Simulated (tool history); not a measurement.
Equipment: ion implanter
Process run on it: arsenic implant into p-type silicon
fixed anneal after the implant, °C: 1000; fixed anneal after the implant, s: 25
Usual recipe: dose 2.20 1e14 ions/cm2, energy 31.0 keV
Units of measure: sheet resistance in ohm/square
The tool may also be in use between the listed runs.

| run | hour | dose | energy | wafers since the last listed run | hours since the last dose calibration | hours since the extraction supply was calibrated | hours since the gauge calibration | read-back reference wafer on the same gauge, sheet resistance | sheet resistance |
|---|---|---|---|---|---|---|---|---|---|
| 1 | 0.0 | 2.20 | 31.0 | 0 | 2348.7 | 5155.5 | 435.4 | 347.98 | 359.90 |
| 2 | 12.5 | 1.95 | 25.0 | 251 | 2361.2 | 5168.0 | 447.9 | 348.00 | 405.92 |
| 3 | 25.1 | 2.20 | 25.0 | 253 | 2373.8 | 5180.6 | 460.5 | 348.23 | 371.28 |
| 4 | 70.3 | 2.20 | 25.0 | 907 | 2419.0 | 5225.8 | 505.7 | 347.90 | 371.68 |
| 5 | 108.2 | 2.20 | 31.0 | 761 | 2456.9 | 5263.7 | 543.6 | 348.14 | 359.81 |
| 6 | 124.0 | 2.20 | 31.0 | 317 | 2472.7 | 5279.5 | 559.4 | 348.19 | 360.01 |
| 7 | 141.0 | 2.20 | 31.0 | 341 | 2489.7 | 5296.5 | 576.4 | 348.02 | 360.04 |
| 8 | 155.4 | 2.20 | 27.0 | 289 | 2504.1 | 5310.9 | 590.8 | 347.93 | 368.02 |
| 9 | 164.9 | 1.73 | 31.0 | 190 | 2513.6 | 5320.4 | 600.3 | 348.24 | 428.81 |
|  | 178.7 | extraction supply calibrated |
| 10 | 181.9 | 2.20 | 37.0 | 180 | 2530.6 | 3.2 | 617.3 | 347.90 | 350.68 |
| 11 | 199.4 | 2.20 | 37.0 | 351 | 2548.1 | 20.7 | 634.8 | 348.06 | 351.32 |
| 12 | 209.8 | 1.88 | 39.5 | 208 | 2558.5 | 31.1 | 645.2 | 348.09 | 389.09 |
|  | 220.9 | gauge calibrated |
| 13 | 263.5 | 1.88 | 39.5 | 1078 | 2612.2 | 84.8 | 42.6 | 347.83 | 389.32 |
| 14 | 274.4 | 2.20 | 26.5 | 218 | 2623.1 | 95.7 | 53.5 | 348.18 | 368.72 |
| 15 | 287.3 | 2.60 | 27.5 | 259 | 2636.0 | 108.6 | 66.4 | 347.72 | 324.43 |
| 16 | 301.8 | 2.20 | 31.0 | 291 | 2650.5 | 123.1 | 80.9 | 347.94 | 359.70 |
| 17 | 309.7 | 1.88 | 39.5 | 158 | 2658.4 | 131.0 | 88.8 | 348.08 | 388.67 |
| 18 | 319.5 | 2.20 | 31.0 | 196 | 2668.2 | 140.8 | 98.6 | 348.23 | 360.87 |
|  | 353.3 | Faraday cup replaced and dose calibrated |
| 19 | 366.2 | 2.55 | 25.0 | 777 | 12.9 | 187.5 | 145.3 | 347.91 | 340.31 |
| 20 | 376.1 | 2.40 | 31.0 | 198 | 22.8 | 197.4 | 155.2 | 348.12 | 345.53 |
| 21 | 389.9 | 1.55 | 31.0 | 277 | 36.6 | 211.2 | 169.0 | 348.12 | 475.40 |
| 22 | 401.7 | 1.84 | 39.0 | 236 | 48.4 | 223.0 | 180.8 | 347.85 | 404.10 |
| 23 | 411.2 | 1.79 | 37.5 | 190 | 57.9 | 232.5 | 190.3 | 348.25 | 415.30 |
| 24 | 419.0 | 1.98 | 31.0 | 156 | 65.7 | 240.3 | 198.1 | 347.85 | 397.92 |
| 25 | 432.8 | 1.96 | 26.5 | 277 | 79.5 | 254.1 | 211.9 | 347.99 | 409.77 |
| 26 | 446.8 | 1.63 | 36.0 | 281 | 93.5 | 268.1 | 225.9 | 348.16 | 446.48 |
| 27 | 459.5 | 1.58 | 27.0 | 255 | 106.2 | 280.8 | 238.6 | 348.01 | 476.77 |
| 28 | 467.0 | 2.20 | 31.0 | 150 | 113.7 | 288.3 | 246.1 | 347.96 | 366.87 |
| 29 | 473.3 | 1.96 | 26.5 | 126 | 120.0 | 294.6 | 252.4 | 348.21 | 409.38 |
| 30 | 487.4 | 2.20 | 37.5 | 283 | 134.1 | 308.7 | 266.5 | 348.02 | 356.96 |
| 31 | 493.8 | 1.80 | 35.5 | 128 | 140.5 | 315.1 | 272.9 | 347.78 | 416.90 |
| 32 | 504.6 | 1.85 | 31.0 | 216 | 151.3 | 325.9 | 283.7 | 348.11 | 417.59 |
| 33 | 513.5 | 2.84 | 27.0 | 178 | 160.2 | 334.8 | 292.6 | 348.02 | 310.05 |
| 34 | 520.0 | 2.20 | 31.0 | 130 | 166.7 | 341.3 | 299.1 | 347.96 | 367.47 |
| 35 | 537.6 | 2.74 | 39.0 | 353 | 184.3 | 358.9 | 316.7 | 347.86 | 301.57 |
| 36 | 555.6 | 2.20 | 31.0 | 361 | 202.3 | 376.9 | 334.7 | 347.87 | 366.62 |
| 37 | 562.6 | 1.59 | 25.5 | 140 | 209.3 | 383.9 | 341.7 | 347.94 | 479.11 |
| 38 | 575.0 | 2.44 | 31.0 | 248 | 221.7 | 396.3 | 354.1 | 348.18 | 339.93 |

Here are 3 independent what-if runs from the current tool condition. What would each one return?
| A | 575.4 | 2.20 | 31.0 | 8 | 222.1 | 396.7 | 354.5 | ? | ? |
| B | 575.4 | 1.77 | 31.0 | 8 | 222.1 | 396.7 | 354.5 | ? | ? |
| C | 575.4 | 1.69 | 27.5 | 8 | 222.1 | 396.7 | 354.5 | ? | ? |

| run | read-back reference wafer on the same gauge, sheet resistance | sheet resistance |
|---|---|---|
| A | 348.10 | 366.76 |
| B | 348.10 | 429.79 |
| C | 348.10 | 452.92 |
With the hidden condition removed and each run's random variation left untouched, the same runs would have given:
| run | sheet resistance |
|---|---|
| A | 369.16 |
| B | 432.56 |
| C | 455.85 |
